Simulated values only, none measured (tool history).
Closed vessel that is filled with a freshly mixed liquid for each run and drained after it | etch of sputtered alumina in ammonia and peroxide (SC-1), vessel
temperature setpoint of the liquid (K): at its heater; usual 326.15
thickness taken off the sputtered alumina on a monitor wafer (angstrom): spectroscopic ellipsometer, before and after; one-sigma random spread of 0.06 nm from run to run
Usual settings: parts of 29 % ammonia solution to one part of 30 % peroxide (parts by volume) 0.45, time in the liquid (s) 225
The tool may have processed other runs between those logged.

run,hour,temperature setpoint of the liquid (K),parts of 29 % ammonia solution to one part of 30 % peroxide (parts by volume),time in the liquid (s),wafers since the last listed run,hours since the thermometer was replaced,hours since the ammonia flow meter was replaced,hours since the drum of ammonia solution was connected,hours since the gauge calibration,"read-back film thickness of the sputtered alumina reference wafer, read on the same gauge (nm)",thickness taken off the sputtered alumina on a monitor wafer (angstrom)
1,0,326.15,0.45,225,0,862.4,1154.8,300.8,138.6,140,91.7
2,20,326.15,0.45,225,2465,882.4,1174.8,320.8,158.6,140.03,91.9
3,51.6,326.15,0.45,225,3894,914,1206.4,352.4,190.2,139.98,92.1
4,82.6,326.15,0.45,125,3820,945,1237.4,383.4,221.2,140.01,51.5
5,104.3,326.15,0.45,125,2674,966.7,1259.1,405.1,242.9,139.99,50.9
6,123.7,326.15,0.45,125,2391,986.1,1278.5,424.5,262.3,140.01,52.3
7,137.1,326.15,0.45,225,1651,999.5,1291.9,437.9,275.7,140,93.8
8,156.1,326.15,0.45,225,2341,1018.5,1310.9,456.9,294.7,139.99,93.3
9,168.4,326.15,0.45,225,1516,1030.8,1323.2,469.2,307,139.96,94
# hour 174.9: ammonia flow meter replaced
10,194.7,326.15,0.45,225,3118,1057.1,19.8,495.5,333.3,140.02,93.3
11,217.5,332.65,0.45,135,2810,1079.9,42.6,518.3,356.1,140.01,79.1
# hour 222.6: thermometer replaced
# hour 224.1: gauge calibrated
12,248.5,322.15,0.55,320,3697,25.9,73.6,549.3,24.4,140,97.9

What will run 13 give?
13,279.6,326.15,0.45,225,3833,57,104.7,580.4,55.5,?,?

read-back film thickness of the sputtered alumina reference wafer, read on the same gauge (nm): 140.02
thickness taken off the sputtered alumina on a monitor wafer (angstrom): 84.5
If the tool had no hidden condition, the same run with the same run-to-run variation would have returned thickness taken off the sputtered alumina on a monitor wafer (angstrom) 83.1.
